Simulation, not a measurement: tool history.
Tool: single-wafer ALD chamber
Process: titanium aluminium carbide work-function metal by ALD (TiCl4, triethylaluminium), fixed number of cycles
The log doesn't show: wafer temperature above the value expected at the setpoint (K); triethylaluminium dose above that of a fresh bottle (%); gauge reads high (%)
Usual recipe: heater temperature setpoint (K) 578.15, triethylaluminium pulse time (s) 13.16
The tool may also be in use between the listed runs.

run	hour	heater temperature setpoint (K)	triethylaluminium pulse time (s)	wafers since the last listed run	hours since the last thermocouple change	hours since the last triethylaluminium bottle change	hours since the showerhead was replaced	hours since the gauge calibration	read-back reference wafer on the same gauge, thickness_nm	mean film thickness on the monitor wafer (nm)
1	0	578.15	13.16	0	1259.8	13.5	4782.7	925.5	2.5	2.078
2	58.8	578.15	13.16	814	1318.6	72.3	4841.5	984.3	2.5	2.087
# hour 139.5: gauge calibrated
3	162.7	567.15	13.16	1439	1422.5	176.2	4945.4	23.2	2.506	1.989
4	222.6	567.15	13.16	829	1482.4	236.1	5005.3	83.1	2.5	1.985
5	264.9	567.15	13.16	585	1524.7	278.4	5047.6	125.4	2.495	1.983
6	305.7	569.15	10.28	565	1565.5	319.2	5088.4	166.2	2.502	1.89
7	380.9	569.15	10.28	1041	1640.7	394.4	5163.6	241.4	2.502	1.885
8	488.7	569.15	10.28	1493	1748.5	502.2	5271.4	349.2	2.497	1.875
9	575.1	578.15	13.16	1196	1834.9	588.6	5357.8	435.6	2.499	2.053
10	653	578.15	13.16	1079	1912.8	666.5	5435.7	513.5	2.505	2.057
11	704.1	578.15	13.16	707	1963.9	717.6	5486.8	564.6	2.499	2.043
12	806	573.15	13.16	1411	2065.8	819.5	5588.7	666.5	2.501	2.022
13	895.8	573.15	13.16	1244	2155.6	909.3	5678.5	756.3	2.497	2.018
# hour 906.6: thermocouple changed; heater temperature recalibrated
14	942.9	578.15	13.16	541	36.3	956.4	5725.6	803.4	2.502	2.065
15	1000.3	578.15	13.16	795	93.7	1013.8	5783	860.8	2.498	2.043
16	1062.8	589.15	15.64	865	156.2	1076.3	5845.5	923.3	2.499	2.181
17	1159.6	586.15	9.88	1340	253	1173.1	5942.3	1020.1	2.495	1.934
18	1209.3	570.15	9	688	302.7	1222.8	5992	1069.8	2.5	1.702
19	1285.9	564.15	17.44	1061	379.3	1299.4	6068.6	1146.4	2.506	1.99
# hour 1296.3: gauge calibrated
20	1367.3	570.15	8.38	1127	460.7	1380.8	6150	71	2.5	1.592
21	1473.1	591.15	13.16	1465	566.5	1486.6	6255.8	176.8	2.498	2.152
# hour 1535.5: showerhead replaced
22	1550.3	578.15	13.16	958	643.7	1563.8	14.8	254	2.504	2.051

The next listed run, before its measurement:
# hour 1593.7: triethylaluminium bottle replaced
23	1628.3	584.15	17.02	969	721.7	34.6	92.8	332	?	?

Run 23 gave read-back reference wafer on the same gauge, thickness_nm 2.5, mean film thickness on the monitor wafer (nm) 2.168.
If the tool had no hidden condition, the same run with the same run-to-run variation would have returned mean film thickness on the monitor wafer (nm) 2.168.
